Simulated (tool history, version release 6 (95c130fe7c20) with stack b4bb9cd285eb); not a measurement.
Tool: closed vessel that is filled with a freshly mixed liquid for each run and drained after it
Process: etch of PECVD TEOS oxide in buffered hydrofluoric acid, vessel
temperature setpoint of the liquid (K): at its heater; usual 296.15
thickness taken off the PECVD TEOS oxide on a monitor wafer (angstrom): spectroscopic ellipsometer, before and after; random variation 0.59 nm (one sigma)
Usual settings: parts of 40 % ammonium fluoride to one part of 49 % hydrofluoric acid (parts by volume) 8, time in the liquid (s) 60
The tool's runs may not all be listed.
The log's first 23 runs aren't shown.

| run | day | temperature setpoint of the liquid (K) | parts of 40 % ammonium fluoride to one part of 49 % hydrofluoric acid (parts by volume) | time in the liquid (s) | wafers since the last listed run | hours since the thermometer was replaced | hours since the hydrofluoric acid flow meter was replaced | hours since the gauge calibration | read-back film thickness of the PECVD TEOS oxide reference wafer, read on the same gauge (nm) | thickness taken off the PECVD TEOS oxide on a monitor wafer (angstrom) |
|---|---|---|---|---|---|---|---|---|---|---|
|  | 85.596 | hydrofluoric acid flow meter replaced |
| 24 | 86.712 | 296.15 | 8 | 70 | 29759 | 352.3 | 26.8 | 798.7 | 150 | 1643.8 |
| 25 | 88.892 | 292.65 | 7 | 45 | 6493 | 404.6 | 79.1 | 851 | 150.04 | 1002.4 |
| 26 | 91.029 | 296.15 | 8 | 60 | 6369 | 455.9 | 130.4 | 902.3 | 149.98 | 1413.3 |
| 27 | 93.571 | 299.65 | 9.5 | 40 | 7573 | 516.9 | 191.4 | 963.3 | 150 | 965.7 |
| 28 | 97.596 | 296.15 | 5.5 | 60 | 11993 | 613.5 | 288 | 1059.9 | 150 | 1998 |
|  | 98.467 | thermometer replaced |
| 29 | 100.292 | 296.15 | 8 | 60 | 7908 | 43.8 | 352.7 | 1124.6 | 149.97 | 1414.3 |
| 30 | 103.262 | 296.15 | 10 | 60 | 8852 | 115.1 | 424 | 1195.9 | 150 | 1168.3 |
| 31 | 107.346 | 296.15 | 11 | 50 | 12167 | 213.1 | 522 | 1293.9 | 150.01 | 891.4 |
| 32 | 110.033 | 294.65 | 8 | 40 | 8007 | 277.6 | 586.5 | 1358.4 | 150 | 868.9 |

4 ways to go on from here, each from the tool as it stands after run 32. What would each give?
| A | 110.062 | 296.15 | 8 | 35 | 86 | 278.3 | 587.2 | 1359.1 | ? | ? |
| B | 110.062 | 300.15 | 8 | 60 | 86 | 278.3 | 587.2 | 1359.1 | ? | ? |
| C | 110.062 | 298.15 | 8 | 95 | 86 | 278.3 | 587.2 | 1359.1 | ? | ? |
| D | 110.062 | 294.65 | 7 | 30 | 86 | 278.3 | 587.2 | 1359.1 | ? | ? |

| run | read-back film thickness of the PECVD TEOS oxide reference wafer, read on the same gauge (nm) | thickness taken off the PECVD TEOS oxide on a monitor wafer (angstrom) |
|---|---|---|
| A | 149.99 | 833.7 |
| B | 149.99 | 1774.6 |
| C | 149.99 | 2523.3 |
| D | 149.99 | 758.2 |
Without the tool's hidden state the same runs would have given:
| run | thickness taken off the PECVD TEOS oxide on a monitor wafer (angstrom) |
|---|---|
| A | 823.8 |
| B | 1753.5 |
| C | 2493.3 |
| D | 751 |
